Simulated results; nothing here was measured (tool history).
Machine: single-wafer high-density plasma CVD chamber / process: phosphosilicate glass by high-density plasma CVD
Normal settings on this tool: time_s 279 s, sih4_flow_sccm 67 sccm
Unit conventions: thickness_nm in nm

run	hour	time_s	sih4_flow_sccm	wafers since the last listed run	hours since the silane flow controller was replaced	hours since the gauge calibration	read-back reference wafer on the same gauge, thickness_nm	thickness_nm
1	0	279	67	0	811	262.9	1699.815	1853.934
2	55.5	302	67	372	866.5	318.4	1700.183	2014.891
3	86.9	279	67	210	897.9	349.8	1699.619	1876.615
4	114	279	67	181	925	376.9	1700.273	1868.719
5	162.9	279	67	328	973.9	425.8	1700.807	1875.892
6	312	279	67	1001	1123	574.9	1698.904	1870.856
7	371.5	293	67	399	1182.5	634.4	1700.086	1970.814
8	420.6	279	67	329	1231.6	683.5	1699.236	1874.513
9	476.1	279	67	372	1287.1	739	1699.611	1872.858
10	540.6	322	67	433	1351.6	803.5	1699.936	2160.271
11	606	279	67	439	1417	868.9	1700.594	1873.637
12	675.6	279	67	467	1486.6	938.5	1699.773	1879.437
13	737	279	76	412	1548	999.9	1700.87	2125.584
14	778.9	279	76	281	1589.9	1041.8	1699.558	2131.818
15	806	279	67	181	1617	1068.9	1699.711	1879.452
16	846.2	279	67	269	1657.2	1109.1	1700.515	1885.382
17	881.8	279	63	239	1692.8	1144.7	1700.227	1769.506
# hour 902.3: silane flow controller replaced
18	907.3	253	67	117	5	1170.2	1699.64	1652.779
19	939.2	243	61	214	36.9	1202.1	1699.98	1456.481
20	966	244	67	179	63.7	1228.9	1699.713	1611.327
21	1025	311	74	396	122.7	1287.9	1701.457	2256.626
22	1091.5	295	73	446	189.2	1354.4	1700.282	2131.91
23	1125.8	279	67	230	223.5	1388.7	1699.877	1844.073
24	1293.6	279	67	1126	391.3	1556.5	1700.166	1858.588
25	1356.8	311	80	424	454.5	1619.7	1699.838	2479.197
26	1418.3	279	77	412	516	1681.2	1700.224	2139.001
27	1567.9	261	75	1004	665.6	1830.8	1699.579	1964.506
# hour 1585.9: gauge calibrated
28	1603.7	259	60	240	701.4	17.8	1698.612	1554.85
29	1653.9	243	80	337	751.6	68	1699.474	1946.204
30	1712.4	279	67	392	810.1	126.5	1700.053	1862.566
31	1739.6	306	67	182	837.3	153.7	1700.002	2059.086
32	1780.2	279	67	272	877.9	194.3	1699.642	1878.284
33	1829.9	248	77	333	927.6	244	1699.753	1911.761
34	1889.9	279	67	402	987.6	304	1700.067	1865.312
35	1950.2	264	54	404	1047.9	364.3	1701.239	1429.105
36	2021.5	323	80	478	1119.2	435.6	1700.186	2601.107

Measured minus without-hidden-state, run by run (identical run-to-run variation in each term; gauge scatter may differ):
What the log doesn't record here: delivered silane flow above the setpoint (%); gauge reads high (%).
run	thickness_nm
1	+41.15
2	+46.109
3	+43.622
4	+43.99
5	+45.094
6	+47.371
7	+50.739
8	+48.857
9	+49.43
10	+57.759
11	+50.679
12	+51.389
13	+58.613
14	+59.092
15	+52.262
16	+52.659
17	+49.603
18	+2.269
19	+4.486
20	+7.152
21	+16.256
22	+21.284
23	+20.821
24	+30.925
25	+45.295
26	+42.117
27	+44.318
28	+35.98
29	+46.505
30	+45.995
31	+51.558
32	+47.94
33	+49.841
34	+49.751
35	+38.892
36	+72.275

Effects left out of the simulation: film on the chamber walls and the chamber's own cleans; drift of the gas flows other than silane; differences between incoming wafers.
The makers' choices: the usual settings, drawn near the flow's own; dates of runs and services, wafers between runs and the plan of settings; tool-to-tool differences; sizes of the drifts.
